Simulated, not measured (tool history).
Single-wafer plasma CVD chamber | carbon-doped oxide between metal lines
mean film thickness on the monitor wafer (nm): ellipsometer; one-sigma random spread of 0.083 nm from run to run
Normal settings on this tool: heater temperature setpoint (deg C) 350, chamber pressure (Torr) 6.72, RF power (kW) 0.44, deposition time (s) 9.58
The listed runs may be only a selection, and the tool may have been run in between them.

run     day  heater temperature setpoint (deg C)  chamber pressure (Torr)  RF power (kW)  deposition time (s)  read-back reference wafer on the same gauge, thickness_nm  mean film thickness on the monitor wafer (nm)
  1       0                                  346                     6.72           0.44                 9.58                                                     55.208                                         46.127
  2   1.004                                  350                     6.72           0.44                 9.58                                                     55.229                                         45.491
  3   1.717                                  350                     6.72           0.44                10.43                                                     55.208                                         49.525
  4   2.975                                  350                     6.72           0.44                10.43                                                     55.228                                         49.663
  5   4.346                                  350                     6.72           0.44                 9.58                                                     55.206                                         45.506
  6    5.35                                  350                     6.72          0.375                 9.58                                                     55.193                                         41.802
  7   6.429                                  350                     6.72          0.375                 9.58                                                     55.213                                         41.702
  8   6.938                                  350                     6.72          0.375                 9.58                                                     55.217                                         41.814
      7.404  -- showerhead replaced
      8.475  -- thermocouple changed; heater temperature recalibrated
      8.867  -- gauge calibrated
      9.317  -- capacitance manometer re-zeroed and calibrated
  9   9.838                                  350                     5.77           0.44                11.12                                                     55.201                                         52.073
 10  11.117                                  350                     6.72           0.44                 9.58                                                     55.169                                          46.03
       12.1  -- RF generator calibrated
 11  12.388                                  346                     6.72           0.44                10.35                                                      55.19                                         49.999
 12  13.596                                  364                     6.72           0.47                 9.58                                                     55.178                                         45.696
 13  14.867                                  350                     6.72           0.44                10.43                                                     55.162                                         49.912
 14  15.808                                  344                     6.72          0.465                 7.78                                                     55.218                                         39.255
 15  17.158                                  358                     7.66           0.44                10.24                                                     55.187                                         48.456
 16  20.167                                  338                     5.12           0.44                 9.58                                                     55.216                                         45.975

Consider 5 possible next runs. They are alternatives, not a sequence: every one starts from the tool as it was left by run 16. What does each give?
  A  20.183                                  350                     6.72           0.44                 9.58                                                          ?                                              ?
  B  20.183                                  346                     5.44           0.44                11.25                                                          ?                                              ?
  C  20.183                                  364                     6.72           0.44                 9.09                                                          ?                                              ?
  D  20.183                                  361                     6.72          0.465                  8.1                                                          ?                                              ?
  E  20.183                                  359                     7.26           0.44                10.59                                                          ?                                              ?

run  read-back reference wafer on the same gauge, thickness_nm  mean film thickness on the monitor wafer (nm)
  A                                                     55.207                                         45.842
  B                                                     55.207                                         52.972
  C                                                     55.207                                         41.904
  D                                                     55.207                                         38.814
  E                                                     55.207                                         49.608
With no hidden state in the tool, these same runs would have given:
run  mean film thickness on the monitor wafer (nm)
  A                                         46.074
  B                                         53.263
  C                                         42.092
  D                                          38.99
  E                                         49.839
